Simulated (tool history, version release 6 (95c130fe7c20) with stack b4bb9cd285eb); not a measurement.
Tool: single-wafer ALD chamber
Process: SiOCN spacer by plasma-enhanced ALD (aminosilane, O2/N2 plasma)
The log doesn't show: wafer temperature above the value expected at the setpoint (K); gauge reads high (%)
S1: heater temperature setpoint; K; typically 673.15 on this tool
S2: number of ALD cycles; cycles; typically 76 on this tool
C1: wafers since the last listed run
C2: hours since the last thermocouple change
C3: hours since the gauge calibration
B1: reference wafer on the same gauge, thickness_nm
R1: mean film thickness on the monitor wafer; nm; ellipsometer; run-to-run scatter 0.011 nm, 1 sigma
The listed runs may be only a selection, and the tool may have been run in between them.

{"run": 1, "hour": 0.0, "S1": 673.15, "S2": 76, "C1": 0, "C2": 1350.2, "C3": 970, "B1": 4.392, "R1": 4.387}
{"run": 2, "hour": 97.4, "S1": 673.15, "S2": 76, "C1": 277, "C2": 1447.6, "C3": 1067.4, "B1": 4.387, "R1": 4.382}
{"run": 3, "hour": 161.0, "S1": 676.15, "S2": 76, "C1": 181, "C2": 1511.2, "C3": 1131, "B1": 4.39, "R1": 4.34}
{"run": 4, "hour": 240.3, "S1": 676.15, "S2": 76, "C1": 226, "C2": 1590.5, "C3": 1210.3, "B1": 4.389, "R1": 4.342}
{"run": 5, "hour": 387.0, "S1": 676.15, "S2": 76, "C1": 418, "C2": 1737.2, "C3": 1357, "B1": 4.391, "R1": 4.34}
{"run": 6, "hour": 433.1, "S1": 673.15, "S2": 76, "C1": 131, "C2": 1783.3, "C3": 1403.1, "B1": 4.391, "R1": 4.385}
{"run": 7, "hour": 503.3, "S1": 673.15, "S2": 76, "C1": 200, "C2": 1853.5, "C3": 1473.3, "B1": 4.39, "R1": 4.392}
{"run": 8, "hour": 569.1, "S1": 673.15, "S2": 70, "C1": 187, "C2": 1919.3, "C3": 1539.1, "B1": 4.394, "R1": 4.037}
{"run": 9, "hour": 626.5, "S1": 673.15, "S2": 70, "C1": 163, "C2": 1976.7, "C3": 1596.5, "B1": 4.39, "R1": 4.046}
{"run": 10, "hour": 710.8, "S1": 673.15, "S2": 76, "C1": 240, "C2": 2061, "C3": 1680.8, "B1": 4.39, "R1": 4.384}
{"run": 11, "hour": 748.2, "S1": 673.15, "S2": 76, "C1": 106, "C2": 2098.4, "C3": 1718.2, "B1": 4.39, "R1": 4.384}
{"run": 12, "hour": 796.0, "S1": 673.15, "S2": 76, "C1": 136, "C2": 2146.2, "C3": 1766, "B1": 4.393, "R1": 4.377}
{"run": 13, "hour": 842.2, "S1": 673.15, "S2": 76, "C1": 131, "C2": 2192.4, "C3": 1812.2, "B1": 4.39, "R1": 4.388}
{"run": 14, "hour": 934.6, "S1": 673.15, "S2": 76, "C1": 263, "C2": 2284.8, "C3": 1904.6, "B1": 4.388, "R1": 4.38}
{"run": 15, "hour": 1025.2, "S1": 673.15, "S2": 76, "C1": 258, "C2": 2375.4, "C3": 1995.2, "B1": 4.392, "R1": 4.372}
{"run": 16, "hour": 1099.3, "S1": 673.15, "S2": 76, "C1": 211, "C2": 2449.5, "C3": 2069.3, "B1": 4.389, "R1": 4.391}
{"run": 17, "hour": 1333.6, "S1": 673.15, "S2": 76, "C1": 668, "C2": 2683.8, "C3": 2303.6, "B1": 4.391, "R1": 4.384}
{"run": 18, "hour": 1437.8, "S1": 679.15, "S2": 65, "C1": 297, "C2": 2788, "C3": 2407.8, "B1": 4.39, "R1": 3.672}
{"hour": 1504.9, "done": "thermocouple changed; heater temperature recalibrated"}
{"hour": 1540.0, "done": "gauge calibrated"}
{"run": 19, "hour": 1601.1, "S1": 662.15, "S2": 85, "C1": 443, "C2": 96.2, "C3": 61.1, "B1": 4.391, "R1": 4.924}
{"run": 20, "hour": 1799.1, "S1": 680.15, "S2": 66, "C1": 565, "C2": 294.2, "C3": 259.1, "B1": 4.389, "R1": 3.714}
{"run": 21, "hour": 1863.6, "S1": 673.15, "S2": 76, "C1": 184, "C2": 358.7, "C3": 323.6, "B1": 4.389, "R1": 4.382}
{"run": 22, "hour": 2065.4, "S1": 673.15, "S2": 76, "C1": 575, "C2": 560.5, "C3": 525.4, "B1": 4.389, "R1": 4.37}
{"run": 23, "hour": 2155.0, "S1": 673.15, "S2": 76, "C1": 255, "C2": 650.1, "C3": 615, "B1": 4.392, "R1": 4.379}
{"run": 24, "hour": 2244.6, "S1": 684.15, "S2": 85, "C1": 255, "C2": 739.7, "C3": 704.6, "B1": 4.389, "R1": 4.687}
{"run": 25, "hour": 2352.2, "S1": 673.15, "S2": 84, "C1": 307, "C2": 847.3, "C3": 812.2, "B1": 4.39, "R1": 4.846}
{"run": 26, "hour": 2388.5, "S1": 673.15, "S2": 89, "C1": 103, "C2": 883.6, "C3": 848.5, "B1": 4.39, "R1": 5.124}
{"run": 27, "hour": 2454.0, "S1": 679.15, "S2": 76, "C1": 186, "C2": 949.1, "C3": 914, "B1": 4.389, "R1": 4.295}
{"run": 28, "hour": 2558.3, "S1": 661.15, "S2": 83, "C1": 297, "C2": 1053.4, "C3": 1018.3, "B1": 4.391, "R1": 4.781}
{"run": 29, "hour": 2643.7, "S1": 673.15, "S2": 76, "C1": 243, "C2": 1138.8, "C3": 1103.7, "B1": 4.388, "R1": 4.375}
{"run": 30, "hour": 2744.3, "S1": 666.15, "S2": 76, "C1": 287, "C2": 1239.4, "C3": 1204.3, "B1": 4.39, "R1": 4.401}

3 options for the next run, each taken on its own from the tool as it stands now. Forecast them:
{"run": "A", "hour": 2744.8, "S1": 673.15, "S2": 76, "C1": 1, "C2": 1239.9, "C3": 1204.8, "B1": "?", "R1": "?"}
{"run": "B", "hour": 2744.8, "S1": 659.15, "S2": 71, "C1": 1, "C2": 1239.9, "C3": 1204.8, "B1": "?", "R1": "?"}
{"run": "C", "hour": 2744.8, "S1": 687.15, "S2": 71, "C1": 1, "C2": 1239.9, "C3": 1204.8, "B1": "?", "R1": "?"}

run=A B1=4.389 R1=4.401
run=B B1=4.389 R1=4.112
run=C B1=4.389 R1=3.915
The same runs, with their run-to-run variation unchanged, on a tool lacking any hidden condition would have given:
run=A R1=4.401
run=B R1=4.112
run=C R1=3.915

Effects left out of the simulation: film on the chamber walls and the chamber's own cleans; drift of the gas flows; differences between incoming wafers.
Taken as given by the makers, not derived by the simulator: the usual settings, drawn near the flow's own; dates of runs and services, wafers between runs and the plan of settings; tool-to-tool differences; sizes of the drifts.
